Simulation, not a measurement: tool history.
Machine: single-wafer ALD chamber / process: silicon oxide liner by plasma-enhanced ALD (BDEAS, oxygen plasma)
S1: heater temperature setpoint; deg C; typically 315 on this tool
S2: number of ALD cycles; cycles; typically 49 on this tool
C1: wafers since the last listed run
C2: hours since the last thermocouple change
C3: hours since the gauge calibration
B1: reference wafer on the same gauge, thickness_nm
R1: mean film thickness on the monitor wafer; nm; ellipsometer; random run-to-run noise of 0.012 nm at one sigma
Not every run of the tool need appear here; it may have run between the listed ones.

run,hour,S1,S2,C1,C2,C3,B1,R1
1,0.0,308,49,0,2003.6,181.0,4.849,4.866
2,20.2,308,49,118,2023.8,201.2,4.852,4.885
3,44.7,315,49,143,2048.3,225.7,4.853,4.780
4,63.3,315,49,109,2066.9,244.3,4.851,4.804
5,90.2,315,49,157,2093.8,271.2,4.851,4.810
6,119.0,315,49,169,2122.6,300.0,4.848,4.817
7,147.8,315,49,169,2151.4,328.8,4.850,4.785
8,197.3,315,49,290,2200.9,378.3,4.850,4.806
# hour 205.0: gauge calibrated
9,214.9,315,49,103,2218.5,9.9,4.848,4.812
# hour 240.0: thermocouple changed; heater temperature recalibrated
10,240.7,326,41,104,0.7,35.7,4.849,3.961
11,257.3,319,57,97,17.3,52.3,4.850,5.546
12,276.7,315,53,113,36.7,71.7,4.851,5.209
13,292.9,315,49,95,52.9,87.9,4.850,4.833
14,334.8,315,49,246,94.8,129.8,4.849,4.803
15,369.2,315,56,201,129.2,164.2,4.853,5.496
16,383.1,302,49,81,143.1,178.1,4.853,4.912
17,417.3,322,40,200,177.3,212.3,4.850,3.892
18,448.6,304,54,183,208.6,243.6,4.850,5.403

Each row is a separate what-if for the run after 18, all from the same tool condition, not one after another. Results?
A,449.1,325,49,2,209.1,244.1,?,?
B,449.1,310,46,2,209.1,244.1,?,?
C,449.1,324,57,2,209.1,244.1,?,?
D,449.1,315,57,2,209.1,244.1,?,?

run,B1,R1
A,4.849,4.732
B,4.849,4.552
C,4.849,5.513
D,4.849,5.595
Without the tool's unlogged condition, the same runs would have read:
run,R1
A,4.732
B,4.552
C,5.513
D,5.595
